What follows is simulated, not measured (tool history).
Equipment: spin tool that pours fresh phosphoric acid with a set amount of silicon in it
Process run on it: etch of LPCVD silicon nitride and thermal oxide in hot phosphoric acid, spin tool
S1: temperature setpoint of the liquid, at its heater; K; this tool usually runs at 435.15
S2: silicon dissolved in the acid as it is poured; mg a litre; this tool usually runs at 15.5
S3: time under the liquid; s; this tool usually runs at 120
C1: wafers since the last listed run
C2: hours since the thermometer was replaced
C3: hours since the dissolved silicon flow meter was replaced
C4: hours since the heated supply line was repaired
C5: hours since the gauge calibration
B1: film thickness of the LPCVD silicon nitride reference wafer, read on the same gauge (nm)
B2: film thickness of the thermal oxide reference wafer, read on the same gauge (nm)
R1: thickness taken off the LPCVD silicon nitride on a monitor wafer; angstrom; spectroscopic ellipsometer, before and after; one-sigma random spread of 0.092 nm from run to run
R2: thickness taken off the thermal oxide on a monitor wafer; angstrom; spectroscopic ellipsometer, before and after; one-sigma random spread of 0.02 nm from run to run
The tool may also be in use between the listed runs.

| run | hour | S1 | S2 | S3 | C1 | C2 | C3 | C4 | C5 | B1 | B2 | R1 | R2 |
|---|---|---|---|---|---|---|---|---|---|---|---|---|---|
| 1 | 0 | 435.15 | 15.5 | 70 | 0 | 359.2 | 1945.3 | 364.6 | 2290.1 | 139.98 | 89.995 | 69.7 | 1.67 |
| 2 | 42.6 | 433.65 | 6.5 | 120 | 274 | 401.8 | 1987.9 | 407.2 | 2332.7 | 140 | 89.985 | 112.7 | 2.97 |
|  | 85.7 | gauge calibrated |
| 3 | 89.2 | 435.15 | 15.5 | 80 | 299 | 448.4 | 2034.5 | 453.8 | 3.5 | 140.01 | 89.996 | 78 | 1.92 |
| 4 | 144.9 | 434.15 | 11.5 | 55 | 358 | 504.1 | 2090.2 | 509.5 | 59.2 | 139.99 | 89.993 | 51.9 | 1.14 |
|  | 178.5 | dissolved silicon flow meter replaced |
| 5 | 215.9 | 435.15 | 9 | 185 | 450 | 575.1 | 37.4 | 580.5 | 130.2 | 140 | 90.009 | 181.5 | 4.72 |
| 6 | 277.1 | 435.15 | 25 | 90 | 393 | 636.3 | 98.6 | 641.7 | 191.4 | 139.99 | 89.99 | 88 | 1.54 |
| 7 | 305.2 | 435.15 | 15.5 | 120 | 180 | 664.4 | 126.7 | 669.8 | 219.5 | 140 | 89.993 | 117.8 | 2.34 |
| 8 | 340.1 | 436.65 | 10.5 | 60 | 224 | 699.3 | 161.6 | 704.7 | 254.4 | 139.99 | 90.018 | 61.4 | 1.52 |
| 9 | 397.9 | 435.15 | 15.5 | 120 | 371 | 757.1 | 219.4 | 762.5 | 312.2 | 139.99 | 90.017 | 117.4 | 2.54 |
| 10 | 430.7 | 435.15 | 5 | 85 | 211 | 789.9 | 252.2 | 795.3 | 345 | 139.99 | 90.018 | 82.7 | 2.35 |
| 11 | 460.5 | 433.15 | 15.5 | 170 | 191 | 819.7 | 282 | 825.1 | 374.8 | 139.99 | 90.035 | 153.6 | 3.22 |
| 12 | 516.2 | 435.15 | 15.5 | 120 | 358 | 875.4 | 337.7 | 880.8 | 430.5 | 140.02 | 89.974 | 115.9 | 2.22 |
| 13 | 588.1 | 435.15 | 15.5 | 120 | 462 | 947.3 | 409.6 | 952.7 | 502.4 | 140.01 | 89.996 | 116.5 | 2.33 |
| 14 | 656.6 | 437.15 | 9 | 80 | 440 | 1015.8 | 478.1 | 1021.2 | 570.9 | 139.98 | 90.009 | 82.7 | 2.28 |

Run 15 has not been measured yet. What should we expect?
| 15 | 767.1 | 437.15 | 4.5 | 175 | 711 | 1126.3 | 588.6 | 1131.7 | 681.4 | ? | ? | ? | ? |

B1: 140
B2: 89.996
R1: 180.3 angstrom
R2: 5.44 angstrom
On a tool with no hidden condition, and with the same random variation, this run would have come out at R1 187.4 angstrom, R2 5.93 angstrom.
